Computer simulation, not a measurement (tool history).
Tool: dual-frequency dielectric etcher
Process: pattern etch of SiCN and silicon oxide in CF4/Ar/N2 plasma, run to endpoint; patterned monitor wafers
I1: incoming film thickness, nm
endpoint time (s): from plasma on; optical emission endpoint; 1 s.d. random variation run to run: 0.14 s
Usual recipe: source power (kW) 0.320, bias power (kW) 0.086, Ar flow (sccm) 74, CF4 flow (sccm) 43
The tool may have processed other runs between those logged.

{"run": 1, "day": 0.0, "source power (kW)": 0.32, "bias power (kW)": 0.086, "Ar flow (sccm)": 74, "CF4 flow (sccm)": 43, "I1": 11.04, "endpoint time (s)": 16.4}
{"run": 2, "day": 0.621, "source power (kW)": 0.32, "bias power (kW)": 0.086, "Ar flow (sccm)": 74, "CF4 flow (sccm)": 43, "I1": 11.16, "endpoint time (s)": 16.5}
{"run": 3, "day": 0.946, "source power (kW)": 0.32, "bias power (kW)": 0.086, "Ar flow (sccm)": 74, "CF4 flow (sccm)": 43, "I1": 11.27, "endpoint time (s)": 16.6}
{"run": 4, "day": 1.429, "source power (kW)": 0.32, "bias power (kW)": 0.086, "Ar flow (sccm)": 74, "CF4 flow (sccm)": 43, "I1": 11.26, "endpoint time (s)": 16.6}
{"run": 5, "day": 2.129, "source power (kW)": 0.32, "bias power (kW)": 0.086, "Ar flow (sccm)": 74, "CF4 flow (sccm)": 43, "I1": 11.1, "endpoint time (s)": 16.1}
{"run": 6, "day": 2.617, "source power (kW)": 0.32, "bias power (kW)": 0.079, "Ar flow (sccm)": 74, "CF4 flow (sccm)": 43, "I1": 11.24, "endpoint time (s)": 16.9}
{"day": 3.233, "done": "CF4 flow controller replaced"}
{"run": 7, "day": 3.254, "source power (kW)": 0.32, "bias power (kW)": 0.08, "Ar flow (sccm)": 74, "CF4 flow (sccm)": 47, "I1": 11.23, "endpoint time (s)": 16.3}
{"run": 8, "day": 3.588, "source power (kW)": 0.32, "bias power (kW)": 0.08, "Ar flow (sccm)": 74, "CF4 flow (sccm)": 47, "I1": 11.22, "endpoint time (s)": 16.2}
{"run": 9, "day": 3.854, "source power (kW)": 0.32, "bias power (kW)": 0.094, "Ar flow (sccm)": 74, "CF4 flow (sccm)": 37, "I1": 11.28, "endpoint time (s)": 16.5}
{"day": 4.2, "done": "source power generator calibrated"}
{"run": 10, "day": 4.267, "source power (kW)": 0.32, "bias power (kW)": 0.094, "Ar flow (sccm)": 74, "CF4 flow (sccm)": 37, "I1": 11.13, "endpoint time (s)": 16.3}
{"run": 11, "day": 4.667, "source power (kW)": 0.32, "bias power (kW)": 0.067, "Ar flow (sccm)": 74, "CF4 flow (sccm)": 35, "I1": 11.26, "endpoint time (s)": 18.7}
{"run": 12, "day": 5.083, "source power (kW)": 0.32, "bias power (kW)": 0.086, "Ar flow (sccm)": 74, "CF4 flow (sccm)": 43, "I1": 11.26, "endpoint time (s)": 16.0}
{"day": 5.908, "done": "bias power generator calibrated"}
{"day": 6.55, "done": "upper electrode replaced, of another model than before"}
{"day": 7.029, "done": "wet clean of the chamber"}
{"run": 13, "day": 7.05, "source power (kW)": 0.32, "bias power (kW)": 0.102, "Ar flow (sccm)": 74, "CF4 flow (sccm)": 34, "I1": 11.23, "endpoint time (s)": 17.5}
{"run": 14, "day": 7.062, "source power (kW)": 0.32, "bias power (kW)": 0.086, "Ar flow (sccm)": 63, "CF4 flow (sccm)": 36, "I1": 11.28, "endpoint time (s)": 17.2}
{"run": 15, "day": 7.075, "source power (kW)": 0.37, "bias power (kW)": 0.101, "Ar flow (sccm)": 69, "CF4 flow (sccm)": 43, "I1": 11.16, "endpoint time (s)": 13.5}
{"run": 16, "day": 7.379, "source power (kW)": 0.32, "bias power (kW)": 0.075, "Ar flow (sccm)": 74, "CF4 flow (sccm)": 43, "I1": 11.14, "endpoint time (s)": 17.1}
{"day": 8.054, "done": "Ar flow controller replaced"}
{"run": 17, "day": 8.075, "source power (kW)": 0.32, "bias power (kW)": 0.086, "Ar flow (sccm)": 74, "CF4 flow (sccm)": 43, "I1": 11.2, "endpoint time (s)": 16.9}
{"run": 18, "day": 8.238, "source power (kW)": 0.32, "bias power (kW)": 0.086, "Ar flow (sccm)": 74, "CF4 flow (sccm)": 43, "I1": 11.3, "endpoint time (s)": 16.9}
{"run": 19, "day": 8.646, "source power (kW)": 0.3, "bias power (kW)": 0.086, "Ar flow (sccm)": 74, "CF4 flow (sccm)": 33, "I1": 11.26, "endpoint time (s)": 19.7}
{"run": 20, "day": 9.146, "source power (kW)": 0.32, "bias power (kW)": 0.107, "Ar flow (sccm)": 74, "CF4 flow (sccm)": 43, "I1": 11.23, "endpoint time (s)": 16.0}

Expected results for the next run?
{"run": 21, "day": 9.771, "source power (kW)": 0.27, "bias power (kW)": 0.086, "Ar flow (sccm)": 74, "CF4 flow (sccm)": 43, "I1": 11.13, "endpoint time (s)": "?"}

Logged for run 21: endpoint time (s) 20.8.
Without the tool's hidden state the same run would have given endpoint time (s) 20.9.
